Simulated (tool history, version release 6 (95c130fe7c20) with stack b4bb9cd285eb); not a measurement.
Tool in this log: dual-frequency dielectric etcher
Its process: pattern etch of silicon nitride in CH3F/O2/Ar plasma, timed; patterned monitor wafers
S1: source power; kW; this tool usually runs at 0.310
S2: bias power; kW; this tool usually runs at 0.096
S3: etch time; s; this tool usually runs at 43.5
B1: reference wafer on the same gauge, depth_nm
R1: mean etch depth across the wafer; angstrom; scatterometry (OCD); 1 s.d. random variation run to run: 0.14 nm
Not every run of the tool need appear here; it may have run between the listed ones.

run	day	S1	S2	S3	B1	R1
1	0.000	0.310	0.096	35.0	24.24	236.8
2	1.042	0.310	0.096	35.0	24.23	237.2
3	2.425	0.310	0.096	43.5	24.26	294.1
4	3.867	0.310	0.085	43.5	24.26	281.0
5	6.779	0.310	0.085	43.5	24.33	280.8
6	8.229	0.310	0.096	43.5	24.35	293.7
# day 11.204: source power generator calibrated
# day 11.975: upper electrode replaced
7	14.671	0.310	0.096	43.5	24.38	297.2
8	17.262	0.310	0.096	43.5	24.38	295.4
# day 19.517: wet clean of the chamber
9	19.538	0.310	0.096	43.5	24.47	293.9
10	24.550	0.310	0.096	43.5	24.47	294.1
11	27.379	0.310	0.096	36.0	24.49	245.1
12	30.317	0.310	0.117	43.5	24.50	322.7
13	32.000	0.290	0.096	53.5	24.55	355.3
14	33.908	0.310	0.096	43.5	24.58	298.0
15	36.321	0.310	0.096	53.0	24.61	364.2
# day 44.471: wet clean of the chamber
16	44.492	0.360	0.096	43.5	24.68	322.2
17	45.712	0.310	0.096	38.5	24.71	264.4
18	48.075	0.280	0.117	33.0	24.69	236.4
19	49.146	0.310	0.096	43.5	24.76	303.5
20	52.071	0.290	0.106	52.0	24.86	360.9
21	54.275	0.270	0.089	35.5	24.81	223.1
# day 55.442: gauge calibrated
22	62.217	0.260	0.076	39.0	24.17	219.6
23	63.800	0.280	0.096	43.5	24.17	278.7
# day 64.762: bias power generator calibrated
24	66.092	0.250	0.096	55.0	24.18	333.0
# day 69.725: wet clean of the chamber
25	69.746	0.310	0.096	36.0	24.15	244.1
26	71.925	0.260	0.111	35.5	24.19	233.0
27	73.479	0.270	0.089	35.5	24.15	217.7
28	74.621	0.310	0.096	39.5	24.15	267.8
29	76.408	0.260	0.096	43.5	24.20	271.0
30	85.275	0.310	0.096	51.0	24.21	344.9
31	87.908	0.240	0.096	39.0	24.21	232.0

What if the next run were any one of these 3? Each begins from the tool's condition after run 31:
A	87.925	0.310	0.096	43.5	?	?
B	87.925	0.310	0.112	47.0	?	?
C	87.925	0.380	0.104	38.0	?	?

run	B1	R1
A	24.23	294.8
B	24.23	339.9
C	24.23	291.9
Take away the tool's hidden state, keep each run's random variation, and the runs would have read:
run	R1
A	293.3
B	338.2
C	290.4
